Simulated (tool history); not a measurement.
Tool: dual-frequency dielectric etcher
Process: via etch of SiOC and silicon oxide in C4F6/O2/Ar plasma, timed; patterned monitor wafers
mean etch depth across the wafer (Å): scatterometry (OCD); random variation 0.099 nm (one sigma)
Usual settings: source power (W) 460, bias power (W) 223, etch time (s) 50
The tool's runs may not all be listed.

| run | hour | source power (W) | bias power (W) | etch time (s) | wafers since the last listed run | hours since the last wet clean | hours since the last source power generator calibration | hours since the last bias power generator calibration | hours since the last upper electrode change | hours since the gauge calibration | read-back reference wafer on the same gauge, depth_nm | mean etch depth across the wafer (Å) |
|---|---|---|---|---|---|---|---|---|---|---|---|---|
| 1 | 0 | 460 | 223 | 50 | 0 | 280.2 | 4728.4 | 4472.8 | 2871.9 | 212 | 76.2 | 663 |
| 2 | 13.2 | 460 | 223 | 50 | 170 | 293.4 | 4741.6 | 4486 | 2885.1 | 225.2 | 76.2 | 662 |
| 3 | 26.3 | 460 | 223 | 50 | 169 | 306.5 | 4754.7 | 4499.1 | 2898.2 | 238.3 | 76.2 | 665 |
| 4 | 43 | 460 | 223 | 50 | 215 | 323.2 | 4771.4 | 4515.8 | 2914.9 | 255 | 76.2 | 663 |
| 5 | 70.9 | 460 | 223 | 50 | 360 | 351.1 | 4799.3 | 4543.7 | 2942.8 | 282.9 | 76.2 | 664 |
| 6 | 116.3 | 460 | 223 | 60.5 | 586 | 396.5 | 4844.7 | 4589.1 | 2988.2 | 328.3 | 76.2 | 804 |
| 7 | 127.1 | 460 | 223 | 60.5 | 139 | 407.3 | 4855.5 | 4599.9 | 2999 | 339.1 | 76.2 | 804 |
| 8 | 137.9 | 460 | 223 | 60.5 | 139 | 418.1 | 4866.3 | 4610.7 | 3009.8 | 349.9 | 76.2 | 804 |
| 9 | 151.7 | 460 | 223 | 50 | 178 | 431.9 | 4880.1 | 4624.5 | 3023.6 | 363.7 | 76.2 | 664 |
|  | 173 | bias power generator calibrated |
|  | 179.3 | wet clean of the chamber |
|  | 191.7 | upper electrode replaced |
| 10 | 192.2 | 460 | 223 | 50 | 229 | 12.9 | 4920.6 | 19.2 | 0.5 | 404.2 | 76.2 | 661 |
| 11 | 192.5 | 520 | 206 | 39 | 3 | 13.2 | 4920.9 | 19.5 | 0.8 | 404.5 | 76.2 | 534 |
| 12 | 198.6 | 580 | 264 | 35 | 78 | 19.3 | 4927 | 25.6 | 6.9 | 410.6 | 76.2 | 543 |
|  | 217.8 | gauge calibrated |
|  | 230.1 | source power generator calibrated |
| 13 | 252.1 | 550 | 223 | 44.5 | 639 | 72.8 | 22 | 79.1 | 60.4 | 34.3 | 76.2 | 641 |
| 14 | 260 | 380 | 223 | 50 | 102 | 80.7 | 29.9 | 87 | 68.3 | 42.2 | 76.2 | 600 |
| 15 | 269.8 | 460 | 223 | 50 | 126 | 90.5 | 39.7 | 96.8 | 78.1 | 52 | 76.2 | 662 |
| 16 | 283.9 | 550 | 223 | 54.5 | 182 | 104.6 | 53.8 | 110.9 | 92.2 | 66.1 | 76.2 | 786 |
| 17 | 297.6 | 520 | 263 | 60 | 176 | 118.3 | 67.5 | 124.6 | 105.9 | 79.8 | 76.2 | 883 |
| 18 | 304.2 | 460 | 223 | 54 | 85 | 124.9 | 74.1 | 131.2 | 112.5 | 86.4 | 76.2 | 715 |
| 19 | 336.9 | 460 | 264 | 57 | 422 | 157.6 | 106.8 | 163.9 | 145.2 | 119.1 | 76.2 | 794 |
| 20 | 349.9 | 420 | 223 | 59.5 | 167 | 170.6 | 119.8 | 176.9 | 158.2 | 132.1 | 76.2 | 752 |
| 21 | 363.4 | 500 | 170 | 36 | 174 | 184.1 | 133.3 | 190.4 | 171.7 | 145.6 | 76.2 | 460 |
| 22 | 370.7 | 460 | 223 | 50 | 94 | 191.4 | 140.6 | 197.7 | 179 | 152.9 | 76.2 | 661 |
| 23 | 379.4 | 400 | 176 | 35.5 | 112 | 200.1 | 149.3 | 206.4 | 187.7 | 161.6 | 76.2 | 409 |
| 24 | 392.8 | 460 | 223 | 50 | 173 | 213.5 | 162.7 | 219.8 | 201.1 | 175 | 76.2 | 661 |
| 25 | 410.2 | 460 | 223 | 50 | 224 | 230.9 | 180.1 | 237.2 | 218.5 | 192.4 | 76.2 | 662 |
| 26 | 422.2 | 460 | 242 | 50 | 155 | 242.9 | 192.1 | 249.2 | 230.5 | 204.4 | 76.2 | 679 |
| 27 | 451.6 | 460 | 223 | 50 | 379 | 272.3 | 221.5 | 278.6 | 259.9 | 233.8 | 76.2 | 663 |
| 28 | 461.4 | 400 | 238 | 46 | 126 | 282.1 | 231.3 | 288.4 | 269.7 | 243.6 | 76.2 | 581 |
| 29 | 477.5 | 420 | 223 | 50 | 207 | 298.2 | 247.4 | 304.5 | 285.8 | 259.7 | 76.2 | 634 |
| 30 | 492.9 | 460 | 258 | 50 | 198 | 313.6 | 262.8 | 319.9 | 301.2 | 275.1 | 76.2 | 693 |
| 31 | 504.4 | 400 | 247 | 55.5 | 148 | 325.1 | 274.3 | 331.4 | 312.7 | 286.6 | 76.2 | 706 |

The same runs without the tool's hidden state, with the same run-to-run variation:
The hidden state here: etch rate over this chamber's usual, %; source power that arrives over what is set, %; bias power that arrives over what is set, %; gauge reads high (%).
| run | mean etch depth across the wafer (Å) |
|---|---|
| 1 | 661 |
| 2 | 660 |
| 3 | 663 |
| 4 | 661 |
| 5 | 662 |
| 6 | 800 |
| 7 | 799 |
| 8 | 800 |
| 9 | 660 |
| 10 | 661 |
| 11 | 534 |
| 12 | 544 |
| 13 | 641 |
| 14 | 600 |
| 15 | 661 |
| 16 | 786 |
| 17 | 882 |
| 18 | 714 |
| 19 | 793 |
| 20 | 751 |
| 21 | 459 |
| 22 | 660 |
| 23 | 408 |
| 24 | 659 |
| 25 | 660 |
| 26 | 677 |
| 27 | 661 |
| 28 | 578 |
| 29 | 631 |
| 30 | 690 |
| 31 | 703 |
